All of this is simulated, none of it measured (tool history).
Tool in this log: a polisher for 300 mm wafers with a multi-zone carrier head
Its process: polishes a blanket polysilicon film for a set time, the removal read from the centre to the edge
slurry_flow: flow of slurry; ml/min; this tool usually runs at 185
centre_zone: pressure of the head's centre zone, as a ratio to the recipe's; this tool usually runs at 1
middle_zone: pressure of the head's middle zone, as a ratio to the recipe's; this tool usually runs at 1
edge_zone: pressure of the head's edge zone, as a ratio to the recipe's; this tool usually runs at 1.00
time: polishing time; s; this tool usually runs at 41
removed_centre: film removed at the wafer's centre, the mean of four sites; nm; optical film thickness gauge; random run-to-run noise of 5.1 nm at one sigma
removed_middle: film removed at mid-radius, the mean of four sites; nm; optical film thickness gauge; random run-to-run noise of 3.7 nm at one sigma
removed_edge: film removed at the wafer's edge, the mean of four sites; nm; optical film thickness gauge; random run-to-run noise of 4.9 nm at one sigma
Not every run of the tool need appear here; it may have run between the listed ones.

| run | day | slurry_flow | centre_zone | middle_zone | edge_zone | time | wafers since the last listed run | wafers polished on this pad | hours since the slurry nozzle was cleaned | hours since the centre zone pressure was calibrated | hours since the edge zone pressure was calibrated | hours since the carrier head's membrane was replaced | incoming thickness of the incoming film, nm | removed_centre | removed_middle | removed_edge |
|---|---|---|---|---|---|---|---|---|---|---|---|---|---|---|---|---|
| 1 | 0.000 | 160 | 1 | 1 | 1.00 | 41 | 0 | 703 | 340.8 | 870.8 | 101.9 | 796.9 | 1046.4 | 354.1 | 362.9 | 365.9 |
|  | 3.688 | centre zone pressure recalibrated |
|  | 7.288 | slurry nozzle cleaned |
| 2 | 11.579 | 160 | 1 | 1 | 1.00 | 41 | 2907 | 3611 | 103.0 | 189.4 | 379.8 | 1074.8 | 1021.9 | 335.5 | 333.3 | 354.2 |
|  | 12.079 | carrier head's membrane replaced by a new one |
|  | 13.179 | edge zone pressure recalibrated |
|  | 14.062 | worn pad replaced by a new one |
| 3 | 15.992 | 160 | 1 | 1 | 1.00 | 41 | 1003 | 489 | 208.9 | 295.3 | 67.5 | 93.9 | 1036.9 | 356.0 | 368.7 | 368.3 |
| 4 | 18.842 | 185 | 1 | 1 | 1.04 | 41 | 723 | 1213 | 277.3 | 363.7 | 135.9 | 162.3 | 1055.3 | 369.8 | 371.7 | 385.8 |
| 5 | 23.079 | 185 | 1 | 1 | 1.04 | 41 | 1075 | 2288 | 379.0 | 465.4 | 237.6 | 264.0 | 1046.0 | 370.2 | 364.7 | 367.5 |
| 6 | 25.354 | 185 | 1 | 1 | 1.00 | 41 | 577 | 2866 | 433.6 | 520.0 | 292.2 | 318.6 | 1034.4 | 366.4 | 359.4 | 360.5 |
|  | 27.262 | slurry nozzle cleaned |
|  | 30.012 | edge zone pressure recalibrated |
|  | 30.050 | worn pad replaced by a new one |
| 7 | 36.471 | 185 | 1 | 1 | 1.09 | 41 | 2781 | 1629 | 221.0 | 786.8 | 155.0 | 585.4 | 1037.1 | 374.1 | 364.5 | 380.7 |
|  | 46.275 | worn pad replaced by a new one |
|  | 47.562 | slurry nozzle cleaned |
|  | 47.583 | carrier head's membrane replaced by a new one |
| 8 | 47.604 | 185 | 1 | 1 | 1.09 | 41 | 2767 | 320 | 1.0 | 1054.0 | 422.2 | 0.5 | 1042.9 | 377.6 | 368.7 | 386.8 |
|  | 48.225 | centre zone pressure recalibrated |
|  | 48.754 | edge zone pressure recalibrated |
| 9 | 49.592 | 185 | 1 | 1 | 1.00 | 41 | 462 | 783 | 48.7 | 32.8 | 20.1 | 48.2 | 1040.5 | 370.0 | 371.2 | 388.7 |
| 10 | 53.950 | 185 | 1 | 1 | 1.00 | 41 | 1106 | 1889 | 153.3 | 137.4 | 124.7 | 152.8 | 1044.4 | 361.8 | 361.8 | 375.8 |

Predict the results of run 11:
| 11 | 57.325 | 185 | 1 | 1 | 1.00 | 41 | 856 | 2746 | 234.3 | 218.4 | 205.7 | 233.8 | 1044.3 | ? | ? | ? |

Run 11 came out at removed_centre 349.7 nm, removed_middle 354.4 nm, removed_edge 364.4 nm.
With no hidden state in the tool, this same run would have given removed_centre 364.6 nm, removed_middle 369.5 nm, removed_edge 379.9 nm.
